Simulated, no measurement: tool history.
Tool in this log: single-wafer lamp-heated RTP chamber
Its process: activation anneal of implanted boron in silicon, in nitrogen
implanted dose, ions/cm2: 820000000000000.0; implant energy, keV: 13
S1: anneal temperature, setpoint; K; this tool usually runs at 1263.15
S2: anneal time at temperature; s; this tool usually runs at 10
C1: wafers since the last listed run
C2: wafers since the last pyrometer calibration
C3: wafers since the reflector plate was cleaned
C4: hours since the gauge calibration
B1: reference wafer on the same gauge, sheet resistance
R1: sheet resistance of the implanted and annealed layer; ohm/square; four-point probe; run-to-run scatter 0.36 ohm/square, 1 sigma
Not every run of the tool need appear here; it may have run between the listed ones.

{"run": 1, "hour": 0.0, "S1": 1263.15, "S2": 10, "C1": 0, "C2": 2826, "C3": 11197, "C4": 638.3, "B1": 182.93, "R1": 159.18}
{"hour": 14.2, "done": "pyrometer window cleaned and pyrometer calibrated"}
{"hour": 34.3, "done": "reflector plate cleaned"}
{"run": 2, "hour": 59.3, "S1": 1263.15, "S2": 10, "C1": 476, "C2": 408, "C3": 274, "C4": 697.6, "B1": 182.93, "R1": 160.84}
{"run": 3, "hour": 117.6, "S1": 1263.15, "S2": 10, "C1": 641, "C2": 1050, "C3": 916, "C4": 755.9, "B1": 182.91, "R1": 160.41}
{"run": 4, "hour": 179.6, "S1": 1270.15, "S2": 10, "C1": 682, "C2": 1732, "C3": 1598, "C4": 817.9, "B1": 183.06, "R1": 156.6}
{"run": 5, "hour": 229.4, "S1": 1270.15, "S2": 10, "C1": 547, "C2": 2280, "C3": 2146, "C4": 867.7, "B1": 182.95, "R1": 157.42}
{"run": 6, "hour": 275.8, "S1": 1263.15, "S2": 10, "C1": 510, "C2": 2790, "C3": 2657, "C4": 914.1, "B1": 182.86, "R1": 160.94}
{"hour": 293.2, "done": "pyrometer window cleaned and pyrometer calibrated"}
{"run": 7, "hour": 325.9, "S1": 1263.15, "S2": 10, "C1": 463, "C2": 359, "C3": 3120, "C4": 964.2, "B1": 183.15, "R1": 160.79}
{"run": 8, "hour": 370.7, "S1": 1263.15, "S2": 5, "C1": 492, "C2": 852, "C3": 3613, "C4": 1009, "B1": 182.84, "R1": 164.34}
{"run": 9, "hour": 434.3, "S1": 1263.15, "S2": 10, "C1": 699, "C2": 1552, "C3": 4313, "C4": 1072.6, "B1": 183.07, "R1": 160.63}
{"run": 10, "hour": 461.3, "S1": 1263.15, "S2": 10, "C1": 297, "C2": 1849, "C3": 4610, "C4": 1099.6, "B1": 183.02, "R1": 160.78}
{"run": 11, "hour": 525.5, "S1": 1263.15, "S2": 10, "C1": 706, "C2": 2555, "C3": 5316, "C4": 1163.8, "B1": 182.89, "R1": 159.76}
{"run": 12, "hour": 576.1, "S1": 1263.15, "S2": 10, "C1": 556, "C2": 3112, "C3": 5873, "C4": 1214.4, "B1": 183.21, "R1": 159.34}
{"hour": 597.9, "done": "pyrometer window cleaned and pyrometer calibrated"}
{"run": 13, "hour": 629.4, "S1": 1263.15, "S2": 10, "C1": 498, "C2": 346, "C3": 6372, "C4": 1267.7, "B1": 183.03, "R1": 160.75}
{"run": 14, "hour": 666.2, "S1": 1263.15, "S2": 10, "C1": 404, "C2": 751, "C3": 6776, "C4": 1304.5, "B1": 183.22, "R1": 160.77}
{"run": 15, "hour": 706.4, "S1": 1263.15, "S2": 10, "C1": 442, "C2": 1193, "C3": 7219, "C4": 1344.7, "B1": 183.02, "R1": 159.99}
{"run": 16, "hour": 751.0, "S1": 1239.15, "S2": 14, "C1": 490, "C2": 1684, "C3": 7710, "C4": 1389.3, "B1": 183.08, "R1": 178.13}
{"run": 17, "hour": 787.0, "S1": 1252.15, "S2": 8, "C1": 396, "C2": 2080, "C3": 8106, "C4": 1425.3, "B1": 182.83, "R1": 169.11}
{"run": 18, "hour": 811.6, "S1": 1285.15, "S2": 10, "C1": 270, "C2": 2351, "C3": 8376, "C4": 1449.9, "B1": 182.89, "R1": 151.89}
{"run": 19, "hour": 870.7, "S1": 1263.15, "S2": 10, "C1": 650, "C2": 3001, "C3": 9027, "C4": 1509, "B1": 183.01, "R1": 159.83}
{"hour": 910.6, "done": "pyrometer window cleaned and pyrometer calibrated"}
{"run": 20, "hour": 922.1, "S1": 1263.15, "S2": 10, "C1": 477, "C2": 126, "C3": 9504, "C4": 1560.4, "B1": 182.89, "R1": 159.31}
{"hour": 952.2, "done": "gauge calibrated"}
{"run": 21, "hour": 980.7, "S1": 1286.15, "S2": 10, "C1": 644, "C2": 770, "C3": 10149, "C4": 28.5, "B1": 182.84, "R1": 151.33}
{"run": 22, "hour": 1021.1, "S1": 1238.15, "S2": 15, "C1": 444, "C2": 1215, "C3": 10594, "C4": 68.9, "B1": 183.04, "R1": 176.35}
{"run": 23, "hour": 1054.6, "S1": 1263.15, "S2": 15, "C1": 368, "C2": 1584, "C3": 10962, "C4": 102.4, "B1": 182.94, "R1": 157.24}
{"hour": 1072.3, "done": "reflector plate cleaned"}
{"run": 24, "hour": 1114.9, "S1": 1282.15, "S2": 6, "C1": 575, "C2": 2159, "C3": 468, "C4": 162.7, "B1": 183.13, "R1": 154.76}
{"run": 25, "hour": 1175.2, "S1": 1263.15, "S2": 12, "C1": 663, "C2": 2823, "C3": 1132, "C4": 223, "B1": 183.05, "R1": 159.74}
{"hour": 1199.0, "done": "pyrometer window cleaned and pyrometer calibrated"}
{"run": 26, "hour": 1243.8, "S1": 1282.15, "S2": 14, "C1": 666, "C2": 493, "C3": 1799, "C4": 291.6, "B1": 182.83, "R1": 152.1}
{"run": 27, "hour": 1308.9, "S1": 1263.15, "S2": 10, "C1": 716, "C2": 1209, "C3": 2515, "C4": 356.7, "B1": 183.08, "R1": 160.83}
{"run": 28, "hour": 1349.9, "S1": 1293.15, "S2": 10, "C1": 451, "C2": 1660, "C3": 2966, "C4": 397.7, "B1": 183.05, "R1": 150.5}
{"run": 29, "hour": 1377.5, "S1": 1263.15, "S2": 10, "C1": 303, "C2": 1964, "C3": 3270, "C4": 425.3, "B1": 183.04, "R1": 160.72}
{"run": 30, "hour": 1431.1, "S1": 1263.15, "S2": 10, "C1": 589, "C2": 2554, "C3": 3860, "C4": 478.9, "B1": 182.84, "R1": 160.33}

Alternative continuations, all from the tool just after run 30; predict every row:
{"run": "A", "hour": 1431.5, "S1": 1263.15, "S2": 10, "C1": 4, "C2": 2558, "C3": 3864, "C4": 479.3, "B1": "?", "R1": "?"}
{"run": "B", "hour": 1431.5, "S1": 1284.15, "S2": 6, "C1": 4, "C2": 2558, "C3": 3864, "C4": 479.3, "B1": "?", "R1": "?"}
{"run": "C", "hour": 1431.5, "S1": 1289.15, "S2": 10, "C1": 4, "C2": 2558, "C3": 3864, "C4": 479.3, "B1": "?", "R1": "?"}
{"run": "D", "hour": 1431.5, "S1": 1233.15, "S2": 14, "C1": 4, "C2": 2558, "C3": 3864, "C4": 479.3, "B1": "?", "R1": "?"}
{"run": "E", "hour": 1431.5, "S1": 1271.15, "S2": 10, "C1": 4, "C2": 2558, "C3": 3864, "C4": 479.3, "B1": "?", "R1": "?"}

run=A B1=183.05 R1=160.03
run=B B1=183.05 R1=153.55
run=C B1=183.05 R1=150.94
run=D B1=183.05 R1=187.76
run=E B1=183.05 R1=156.06
What these runs would have given with no unlogged condition in the tool:
run=A R1=160.4
run=B R1=153.72
run=C R1=151.05
run=D R1=188.77
run=E R1=156.32
